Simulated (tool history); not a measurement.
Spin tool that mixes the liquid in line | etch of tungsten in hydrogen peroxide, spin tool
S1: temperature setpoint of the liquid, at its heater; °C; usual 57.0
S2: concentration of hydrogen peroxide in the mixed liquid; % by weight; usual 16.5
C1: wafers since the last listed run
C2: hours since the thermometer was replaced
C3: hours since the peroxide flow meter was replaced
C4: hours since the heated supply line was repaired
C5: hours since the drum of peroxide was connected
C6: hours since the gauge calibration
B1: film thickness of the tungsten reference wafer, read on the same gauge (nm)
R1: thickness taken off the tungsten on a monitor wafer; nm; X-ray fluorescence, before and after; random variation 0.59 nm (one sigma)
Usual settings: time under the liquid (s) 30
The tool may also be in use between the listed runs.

Run 1, day 0.000: usual settings but S1 53.5 °C; C1 0; C2 704.3; C3 530.7; C4 1823.2; C5 353.6; C6 589.8; B1 79.67. Result: R1 95.90 nm.
Run 2, day 2.125: usual settings but S1 53.5 °C; C1 635; C2 755.3; C3 581.7; C4 1874.2; C5 404.6; C6 640.8; B1 79.65. Result: R1 96.51 nm.
At day 4.875: new drum of peroxide connected.
Run 3, day 5.042: usual settings but S2 14.5 % by weight; C1 859; C2 825.3; C3 651.7; C4 1944.2; C5 4.0; C6 710.8; B1 79.55. Result: R1 112.11 nm.
Run 4, day 17.371: usual settings but S2 14.5 % by weight; C1 3686; C2 1121.2; C3 947.6; C4 2240.1; C5 299.9; C6 1006.7; B1 79.14. Result: R1 110.28 nm.
Run 5, day 19.808: usual settings; C1 728; C2 1179.7; C3 1006.1; C4 2298.6; C5 358.4; C6 1065.2; B1 79.06. Result: R1 118.87 nm.
At day 20.704: new drum of peroxide connected.
Run 6, day 22.625: usual settings; C1 829; C2 1247.3; C3 1073.7; C4 2366.2; C5 46.1; C6 1132.8; B1 78.89. Result: R1 116.86 nm.
At day 25.525: thermometer replaced.
Run 7, day 25.729: usual settings; C1 915; C2 4.9; C3 1148.2; C4 2440.7; C5 120.6; C6 1207.3; B1 78.75. Result: R1 116.61 nm.
At day 29.500: gauge calibrated.
Run 8, day 29.642: usual settings but S1 64.0 °C; C1 1169; C2 98.8; C3 1242.1; C4 2534.6; C5 214.5; C6 3.4; B1 80.17. Result: R1 178.27 nm.
At day 31.504: peroxide flow meter replaced.
Run 9, day 33.558: usual settings but S1 53.0 °C, S2 15.0 % by weight, time under the liquid (s) 40; C1 1158; C2 192.8; C3 49.3; C4 2628.6; C5 308.5; C6 97.4; B1 80.15. Result: R1 118.94 nm.
Run 10, day 38.008: usual settings but time under the liquid (s) 45; C1 1330; C2 299.6; C3 156.1; C4 2735.4; C5 415.3; C6 204.2; B1 80.12. Result: R1 177.95 nm.

Forecast run 11:
At day 39.604: heated supply line repaired.
At day 40.758: new drum of peroxide connected.
Run 11, day 42.100: usual settings but S1 50.5 °C, S2 18.5 % by weight, time under the liquid (s) 15; C1 1198; C2 397.8; C3 254.3; C4 59.9; C5 32.2; C6 302.4; B1 ?. Result: R1 ?.

{"run 11": {"B1": 80.09, "R1": 42.68}}
Without the tool's hidden state the same run would have given R1 42.62 nm.
